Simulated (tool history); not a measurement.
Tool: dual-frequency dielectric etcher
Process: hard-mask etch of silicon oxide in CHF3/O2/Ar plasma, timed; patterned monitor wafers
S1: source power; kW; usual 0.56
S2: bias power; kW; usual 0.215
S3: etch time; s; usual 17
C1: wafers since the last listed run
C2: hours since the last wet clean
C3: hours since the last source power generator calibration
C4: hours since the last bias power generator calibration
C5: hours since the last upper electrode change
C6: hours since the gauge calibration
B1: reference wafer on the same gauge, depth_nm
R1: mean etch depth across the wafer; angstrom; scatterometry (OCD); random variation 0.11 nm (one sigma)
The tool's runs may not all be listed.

| run | hour | S1 | S2 | S3 | C1 | C2 | C3 | C4 | C5 | C6 | B1 | R1 |
|---|---|---|---|---|---|---|---|---|---|---|---|---|
| 1 | 0 | 0.56 | 0.215 | 17 | 0 | 363 | 3128.7 | 2577.4 | 4204.8 | 33.5 | 32.59 | 318.1 |
|  | 114.6 | wet clean of the chamber |
| 2 | 115.1 | 0.56 | 0.215 | 17 | 1338 | 0.5 | 3243.8 | 2692.5 | 4319.9 | 148.6 | 32.6 | 319.8 |
| 3 | 153.2 | 0.56 | 0.215 | 17 | 559 | 38.6 | 3281.9 | 2730.6 | 4358 | 186.7 | 32.58 | 322.2 |
| 4 | 202 | 0.64 | 0.244 | 17 | 717 | 87.4 | 3330.7 | 2779.4 | 4406.8 | 235.5 | 32.63 | 351.4 |
| 5 | 272.8 | 0.56 | 0.215 | 17 | 1040 | 158.2 | 3401.5 | 2850.2 | 4477.6 | 306.3 | 32.55 | 321.6 |
| 6 | 337.7 | 0.56 | 0.215 | 17 | 953 | 223.1 | 3466.4 | 2915.1 | 4542.5 | 371.2 | 32.65 | 318.5 |
| 7 | 432.2 | 0.56 | 0.215 | 17 | 1388 | 317.6 | 3560.9 | 3009.6 | 4637 | 465.7 | 32.63 | 319.4 |
| 8 | 472.4 | 0.63 | 0.215 | 14.5 | 590 | 357.8 | 3601.1 | 3049.8 | 4677.2 | 505.9 | 32.59 | 280.8 |
|  | 592.5 | bias power generator calibrated |
|  | 659.5 | wet clean of the chamber |
|  | 665.6 | gauge calibrated |
| 9 | 697.6 | 0.56 | 0.215 | 19 | 2897 | 38.1 | 3826.3 | 105.1 | 4902.4 | 32 | 32.58 | 367 |
|  | 780.8 | source power generator calibrated |
|  | 799.4 | upper electrode replaced |
| 10 | 799.9 | 0.56 | 0.215 | 17 | 1171 | 140.4 | 19.1 | 207.4 | 0.5 | 134.3 | 32.61 | 327.9 |
| 11 | 868.8 | 0.51 | 0.215 | 14 | 1012 | 209.3 | 88 | 276.3 | 69.4 | 203.2 | 32.61 | 259.8 |
|  | 936.9 | wet clean of the chamber, repeated, since the last time left the tool worse |
| 12 | 938.4 | 0.56 | 0.233 | 13.5 | 670 | 1.5 | 157.6 | 345.9 | 139 | 272.8 | 32.57 | 262.8 |
| 13 | 991.9 | 0.56 | 0.215 | 17 | 786 | 55 | 211.1 | 399.4 | 192.5 | 326.3 | 32.56 | 322 |
| 14 | 1073.9 | 0.62 | 0.195 | 13.5 | 1204 | 137 | 293.1 | 481.4 | 274.5 | 408.3 | 32.57 | 251.1 |
| 15 | 1135.5 | 0.45 | 0.182 | 12.5 | 905 | 198.6 | 354.7 | 543 | 336.1 | 469.9 | 32.59 | 204.8 |

4 ways to go on from here, each from the tool as it stands after run 15. What would each give?
| A | 1135.9 | 0.45 | 0.215 | 17 | 5 | 199 | 355.1 | 543.4 | 336.5 | 470.3 | ? | ? |
| B | 1135.9 | 0.51 | 0.261 | 20.5 | 5 | 199 | 355.1 | 543.4 | 336.5 | 470.3 | ? | ? |
| C | 1135.9 | 0.61 | 0.177 | 13.5 | 5 | 199 | 355.1 | 543.4 | 336.5 | 470.3 | ? | ? |
| D | 1135.9 | 0.56 | 0.174 | 17 | 5 | 199 | 355.1 | 543.4 | 336.5 | 470.3 | ? | ? |

| run | B1 | R1 |
|---|---|---|
| A | 32.6 | 297.4 |
| B | 32.6 | 402.4 |
| C | 32.6 | 243.2 |
| D | 32.6 | 295.6 |
Without the tool's hidden state the same runs would have given:
| run | R1 |
|---|---|
| A | 299.8 |
| B | 405.7 |
| C | 245.2 |
| D | 298 |
